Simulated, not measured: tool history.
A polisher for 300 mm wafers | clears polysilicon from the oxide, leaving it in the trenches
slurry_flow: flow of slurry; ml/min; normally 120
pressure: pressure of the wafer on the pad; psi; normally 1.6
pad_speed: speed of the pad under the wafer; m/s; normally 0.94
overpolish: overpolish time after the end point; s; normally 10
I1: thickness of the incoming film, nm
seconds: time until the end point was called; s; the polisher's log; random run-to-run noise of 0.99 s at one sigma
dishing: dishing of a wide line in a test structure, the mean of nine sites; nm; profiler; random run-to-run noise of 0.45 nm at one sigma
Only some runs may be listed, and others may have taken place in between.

{"run": 1, "day": 0.0, "slurry_flow": 120, "pressure": 1.6, "pad_speed": 0.94, "overpolish": 8, "I1": 554.2, "seconds": 65.5, "dishing": 29.3}
{"run": 2, "day": 2.046, "slurry_flow": 120, "pressure": 1.6, "pad_speed": 0.94, "overpolish": 8, "I1": 553.4, "seconds": 65.6, "dishing": 29.6}
{"day": 3.142, "done": "slurry nozzle cleaned"}
{"run": 3, "day": 3.65, "slurry_flow": 120, "pressure": 1.6, "pad_speed": 0.94, "overpolish": 8, "I1": 550.1, "seconds": 55.2, "dishing": 30.9}
{"run": 4, "day": 6.2, "slurry_flow": 120, "pressure": 1.6, "pad_speed": 0.94, "overpolish": 10, "I1": 549.7, "seconds": 56.9, "dishing": 33.1}
{"run": 5, "day": 8.204, "slurry_flow": 120, "pressure": 1.6, "pad_speed": 0.94, "overpolish": 10, "I1": 556.5, "seconds": 57.9, "dishing": 33.2}
{"run": 6, "day": 11.833, "slurry_flow": 120, "pressure": 1.6, "pad_speed": 0.94, "overpolish": 10, "I1": 554.3, "seconds": 59.6, "dishing": 32.3}
{"run": 7, "day": 15.879, "slurry_flow": 120, "pressure": 1.6, "pad_speed": 0.94, "overpolish": 10, "I1": 545.6, "seconds": 59.9, "dishing": 32.5}
{"day": 16.175, "done": "head pressure recalibrated"}
{"day": 16.721, "done": "worn pad replaced by a new one"}
{"run": 8, "day": 19.054, "slurry_flow": 120, "pressure": 1.6, "pad_speed": 0.94, "overpolish": 10, "I1": 565.5, "seconds": 64.9, "dishing": 32.8}
{"run": 9, "day": 21.517, "slurry_flow": 120, "pressure": 1.6, "pad_speed": 0.94, "overpolish": 10, "I1": 562.5, "seconds": 67.2, "dishing": 32.8}
{"run": 10, "day": 25.242, "slurry_flow": 120, "pressure": 1.6, "pad_speed": 0.94, "overpolish": 10, "I1": 555.3, "seconds": 63.9, "dishing": 31.8}
{"run": 11, "day": 27.129, "slurry_flow": 120, "pressure": 1.6, "pad_speed": 0.94, "overpolish": 10, "I1": 553.4, "seconds": 64.0, "dishing": 31.5}
{"run": 12, "day": 30.942, "slurry_flow": 120, "pressure": 1.6, "pad_speed": 0.94, "overpolish": 10, "I1": 559.5, "seconds": 66.1, "dishing": 32.1}
{"run": 13, "day": 34.604, "slurry_flow": 120, "pressure": 1.6, "pad_speed": 0.94, "overpolish": 10, "I1": 560.6, "seconds": 68.6, "dishing": 31.6}
{"day": 35.446, "done": "slurry nozzle cleaned"}
{"day": 36.892, "done": "worn pad replaced by a new one"}
{"run": 14, "day": 36.912, "slurry_flow": 120, "pressure": 1.6, "pad_speed": 0.94, "overpolish": 10, "I1": 553.0, "seconds": 56.4, "dishing": 33.5}
{"run": 15, "day": 41.129, "slurry_flow": 120, "pressure": 1.6, "pad_speed": 0.94, "overpolish": 10, "I1": 550.6, "seconds": 56.5, "dishing": 32.9}
{"run": 16, "day": 44.333, "slurry_flow": 120, "pressure": 1.4, "pad_speed": 0.94, "overpolish": 10, "I1": 555.1, "seconds": 68.9, "dishing": 31.5}
{"run": 17, "day": 46.533, "slurry_flow": 120, "pressure": 1.4, "pad_speed": 0.94, "overpolish": 10, "I1": 554.3, "seconds": 68.0, "dishing": 32.3}
{"day": 48.225, "done": "head pressure recalibrated"}
{"run": 18, "day": 49.721, "slurry_flow": 120, "pressure": 1.6, "pad_speed": 1.24, "overpolish": 10, "I1": 551.0, "seconds": 47.8, "dishing": 33.6}
{"run": 19, "day": 51.383, "slurry_flow": 120, "pressure": 1.6, "pad_speed": 0.94, "overpolish": 10, "I1": 555.3, "seconds": 61.2, "dishing": 32.1}
{"run": 20, "day": 54.779, "slurry_flow": 150, "pressure": 1.6, "pad_speed": 0.74, "overpolish": 10, "I1": 548.1, "seconds": 69.5, "dishing": 31.2}
{"day": 57.796, "done": "worn pad replaced by a new one"}
{"run": 21, "day": 59.025, "slurry_flow": 155, "pressure": 1.6, "pad_speed": 0.7, "overpolish": 13, "I1": 560.4, "seconds": 75.0, "dishing": 33.1}
{"day": 62.292, "done": "slurry nozzle cleaned"}
{"run": 22, "day": 62.312, "slurry_flow": 150, "pressure": 1.3, "pad_speed": 1.1, "overpolish": 10, "I1": 560.4, "seconds": 57.2, "dishing": 33.3}
{"run": 23, "day": 65.004, "slurry_flow": 90, "pressure": 2.0, "pad_speed": 0.94, "overpolish": 16, "I1": 555.4, "seconds": 50.0, "dishing": 34.9}
{"run": 24, "day": 68.721, "slurry_flow": 120, "pressure": 1.6, "pad_speed": 0.72, "overpolish": 10, "I1": 554.0, "seconds": 72.5, "dishing": 31.3}
{"run": 25, "day": 72.821, "slurry_flow": 120, "pressure": 1.6, "pad_speed": 0.94, "overpolish": 10, "I1": 561.9, "seconds": 62.4, "dishing": 32.9}
{"run": 26, "day": 76.404, "slurry_flow": 120, "pressure": 1.6, "pad_speed": 0.7, "overpolish": 8, "I1": 548.8, "seconds": 80.3, "dishing": 28.0}
{"run": 27, "day": 80.308, "slurry_flow": 130, "pressure": 1.6, "pad_speed": 1.2, "overpolish": 10, "I1": 547.1, "seconds": 49.4, "dishing": 33.7}
{"day": 80.888, "done": "head pressure recalibrated"}
{"day": 81.667, "done": "worn pad replaced by a new one"}
{"run": 28, "day": 84.425, "slurry_flow": 140, "pressure": 2.0, "pad_speed": 0.94, "overpolish": 6, "I1": 558.9, "seconds": 51.3, "dishing": 29.6}
{"run": 29, "day": 87.675, "slurry_flow": 105, "pressure": 1.6, "pad_speed": 0.94, "overpolish": 10, "I1": 553.0, "seconds": 68.2, "dishing": 30.7}
{"run": 30, "day": 89.438, "slurry_flow": 120, "pressure": 1.6, "pad_speed": 1.14, "overpolish": 7, "I1": 548.9, "seconds": 54.3, "dishing": 29.9}
{"run": 31, "day": 92.929, "slurry_flow": 120, "pressure": 1.6, "pad_speed": 0.94, "overpolish": 10, "I1": 548.3, "seconds": 66.9, "dishing": 32.5}
{"day": 95.108, "done": "slurry nozzle cleaned"}
{"run": 32, "day": 96.008, "slurry_flow": 130, "pressure": 1.6, "pad_speed": 0.94, "overpolish": 7, "I1": 555.0, "seconds": 55.4, "dishing": 30.1}
{"day": 101.838, "done": "worn pad replaced by a new one"}
{"run": 33, "day": 103.75, "slurry_flow": 120, "pressure": 1.6, "pad_speed": 0.94, "overpolish": 10, "I1": 558.7, "seconds": 60.0, "dishing": 32.7}
{"run": 34, "day": 105.729, "slurry_flow": 140, "pressure": 1.1, "pad_speed": 0.82, "overpolish": 10, "I1": 551.4, "seconds": 96.1, "dishing": 28.6}

3 options for the next run, each taken on its own from the tool as it stands now. Forecast them:
{"run": "A", "day": 105.75, "slurry_flow": 120, "pressure": 1.6, "pad_speed": 0.94, "overpolish": 10, "I1": 543.6, "seconds": "?", "dishing": "?"}
{"run": "B", "day": 105.75, "slurry_flow": 120, "pressure": 1.6, "pad_speed": 0.94, "overpolish": 4, "I1": 543.6, "seconds": "?", "dishing": "?"}
{"run": "C", "day": 105.75, "slurry_flow": 130, "pressure": 1.1, "pad_speed": 0.74, "overpolish": 7, "I1": 543.6, "seconds": "?", "dishing": "?"}

run=A seconds=57.7 dishing=32.6
run=B seconds=57.7 dishing=22.1
run=C seconds=99.7 dishing=22.3
Without the tool's hidden state the same runs would have given:
run=A seconds=52.8 dishing=33.3
run=B seconds=52.8 dishing=23.3
run=C seconds=92.0 dishing=23.3

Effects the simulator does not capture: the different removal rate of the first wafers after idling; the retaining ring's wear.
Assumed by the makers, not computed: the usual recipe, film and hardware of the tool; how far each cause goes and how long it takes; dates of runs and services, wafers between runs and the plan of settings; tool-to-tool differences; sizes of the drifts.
